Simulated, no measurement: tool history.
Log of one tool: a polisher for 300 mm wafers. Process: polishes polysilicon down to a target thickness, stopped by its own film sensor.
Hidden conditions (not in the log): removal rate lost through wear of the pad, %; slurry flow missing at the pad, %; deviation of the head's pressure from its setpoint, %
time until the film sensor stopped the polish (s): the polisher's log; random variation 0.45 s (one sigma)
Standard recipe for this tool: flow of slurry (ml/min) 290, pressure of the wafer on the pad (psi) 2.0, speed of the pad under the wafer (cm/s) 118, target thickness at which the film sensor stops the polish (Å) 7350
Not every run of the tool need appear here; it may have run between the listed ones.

run	day	flow of slurry (ml/min)	pressure of the wafer on the pad (psi)	speed of the pad under the wafer (cm/s)	target thickness at which the film sensor stops the polish (Å)	wafers since the last listed run	wafers polished on this pad	hours since the slurry nozzle was cleaned	hours since the head pressure was calibrated	incoming thickness of the incoming film, nm	time until the film sensor stopped the polish (s)
1	0.000	350	2.0	118	7350	0	1670	350.8	684.0	1157.3	58.7
2	1.925	290	2.0	150	6270	384	2055	397.0	730.2	1139.3	57.8
3	3.946	290	2.0	150	6270	403	2459	445.5	778.7	1139.0	58.5
4	5.762	290	2.0	118	7350	362	2821	489.1	822.3	1145.2	58.4
# day 5.812: slurry nozzle cleaned
5	7.192	290	2.0	118	7350	277	3099	33.1	856.6	1150.3	59.6
# day 9.496: worn pad replaced by a new one
6	9.521	290	2.0	118	7350	431	5	89.0	912.5	1134.3	55.4
7	10.762	290	2.0	118	7350	248	253	118.8	942.3	1146.5	57.0
8	13.362	240	2.0	118	7350	519	772	181.2	1004.7	1147.6	57.9
9	14.938	240	2.0	118	7350	314	1087	219.0	1042.5	1147.5	57.9
10	16.592	290	2.0	94	7350	330	1417	258.7	1082.2	1149.1	71.5
11	18.092	290	2.0	94	7350	299	1717	294.7	1118.2	1146.7	70.2
12	20.400	335	2.0	118	6730	461	2178	350.1	1173.6	1152.5	67.7
13	21.400	230	2.0	98	7710	199	2378	374.1	1197.6	1137.4	62.5
# day 22.112: head pressure recalibrated
# day 22.629: slurry nozzle cleaned
14	23.954	290	2.0	118	7350	485	2863	31.8	44.2	1136.8	57.6
15	26.796	290	2.0	118	7350	567	3430	100.0	112.4	1140.1	57.6
16	29.188	260	2.0	118	7350	477	3908	157.4	169.8	1118.5	54.9
# day 30.021: worn pad replaced by a new one
17	30.442	340	1.6	118	7350	217	84	187.5	199.9	1123.1	66.4
18	33.008	290	2.0	118	7350	512	596	249.1	261.5	1123.1	54.4
19	34.412	290	2.0	144	7350	280	877	282.8	295.2	1126.4	45.1
20	36.975	325	2.0	118	7350	511	1388	344.3	356.7	1147.9	57.2
# day 39.212: slurry nozzle cleaned
21	39.471	345	2.7	118	7350	490	1879	6.2	416.6	1124.0	40.4
22	41.354	210	1.6	118	7350	376	2255	51.4	461.8	1135.0	72.6
23	43.275	350	2.0	118	7350	383	2638	97.5	507.9	1156.1	58.5
24	44.446	290	1.4	150	8550	233	2872	125.6	536.0	1125.6	44.0
25	45.908	290	1.8	118	7350	292	3164	160.7	571.1	1119.4	60.3
26	48.288	290	2.0	118	7350	475	3640	217.8	628.2	1132.7	56.9
# day 50.854: worn pad replaced by a new one
27	50.900	290	2.0	118	6200	488	9	280.5	690.9	1142.7	72.9
28	52.058	290	2.0	118	7350	231	240	308.3	718.7	1120.4	53.7
# day 58.742: slurry nozzle cleaned
29	59.883	390	2.7	118	7350	1554	1795	27.4	906.5	1149.7	42.9
30	60.908	290	2.0	94	6400	204	2000	52.0	931.1	1123.3	84.4
31	62.142	290	2.0	118	7350	246	2246	81.6	960.7	1127.9	55.7
32	63.629	290	2.0	106	6290	297	2543	117.3	996.4	1120.8	77.5
33	66.096	330	1.7	144	7350	492	3036	176.5	1055.6	1141.9	55.7
# day 66.788: head pressure recalibrated
34	67.162	290	2.0	118	7350	196	3232	202.1	9.0	1139.1	57.6
35	68.629	290	2.6	118	7350	292	3525	237.3	44.2	1138.0	44.7

What does the tool deliver on the next run?
# day 69.254: worn pad replaced by a new one
36	70.562	345	2.0	100	7990	352	261	283.7	90.6	1140.4	?

{"run 36": {"time until the film sensor stopped the polish (s)": 54.8}}
If the tool had no hidden condition, the same run with the same run-to-run variation would have returned time until the film sensor stopped the polish (s) 54.3.
